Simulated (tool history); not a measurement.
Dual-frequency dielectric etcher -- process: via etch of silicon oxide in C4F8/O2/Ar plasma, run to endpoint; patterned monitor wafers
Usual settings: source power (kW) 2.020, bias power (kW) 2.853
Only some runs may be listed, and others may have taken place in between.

| run | hour | source power (kW) | bias power (kW) | incoming incoming film thickness, nm | endpoint time (s) |
|---|---|---|---|---|---|
| 1 | 0.0 | 2.020 | 2.853 | 1916.4 | 349.1 |
| 2 | 13.8 | 2.020 | 2.853 | 1927.6 | 350.0 |
| 3 | 30.1 | 2.270 | 2.853 | 1937.3 | 336.9 |
| 4 | 46.1 | 2.270 | 2.853 | 1941.0 | 337.2 |
| 5 | 53.8 | 2.270 | 2.853 | 1955.0 | 341.5 |
| 6 | 68.0 | 2.020 | 2.674 | 1941.7 | 354.8 |
|  | 103.0 | wet clean of the chamber |
| 7 | 103.5 | 2.020 | 2.674 | 1923.4 | 355.5 |
| 8 | 103.9 | 2.200 | 2.372 | 1945.3 | 361.4 |
|  | 108.6 | bias power generator calibrated |
| 9 | 109.1 | 2.020 | 2.853 | 1958.8 | 354.9 |
|  | 114.2 | source power generator calibrated |
| 10 | 118.6 | 2.020 | 2.853 | 1929.3 | 348.2 |
| 11 | 131.4 | 2.020 | 2.853 | 1936.7 | 344.6 |
| 12 | 146.7 | 2.020 | 2.853 | 1922.8 | 345.5 |
| 13 | 158.1 | 2.270 | 2.853 | 1934.8 | 338.3 |
|  | 188.7 | upper electrode replaced |
| 14 | 189.2 | 2.020 | 2.853 | 1906.3 | 346.8 |
| 15 | 189.6 | 2.020 | 2.853 | 1926.6 | 350.7 |
| 16 | 190.3 | 2.420 | 2.189 | 1936.9 | 350.2 |
| 17 | 207.7 | 1.670 | 2.853 | 1930.7 | 374.3 |
| 18 | 222.8 | 2.020 | 2.853 | 1941.8 | 350.0 |
| 19 | 233.3 | 1.790 | 2.483 | 1941.4 | 383.9 |
| 20 | 243.9 | 1.810 | 3.314 | 1926.7 | 346.9 |
| 21 | 256.1 | 2.420 | 2.853 | 1922.3 | 329.4 |
| 22 | 266.5 | 2.370 | 2.255 | 1932.5 | 349.0 |
| 23 | 273.4 | 1.870 | 2.588 | 1931.4 | 367.5 |

Below are 5 alternative next runs, each starting from the tool's condition after run 23. Predict each:
| A | 273.9 | 2.020 | 3.508 | 1909.5 | ? |
| B | 273.9 | 2.020 | 2.495 | 1909.5 | ? |
| C | 273.9 | 1.630 | 2.853 | 1909.5 | ? |
| D | 273.9 | 1.770 | 2.327 | 1909.5 | ? |
| E | 273.9 | 2.200 | 3.119 | 1909.5 | ? |

| run | endpoint time (s) |
|---|---|
| A | 328.4 |
| B | 360.4 |
| C | 374.6 |
| D | 384.4 |
| E | 329.4 |
The same runs, with their run-to-run variation unchanged, on a tool lacking any hidden condition would have given:
| run | endpoint time (s) |
|---|---|
| A | 328.4 |
| B | 360.4 |
| C | 374.6 |
| D | 384.4 |
| E | 329.4 |
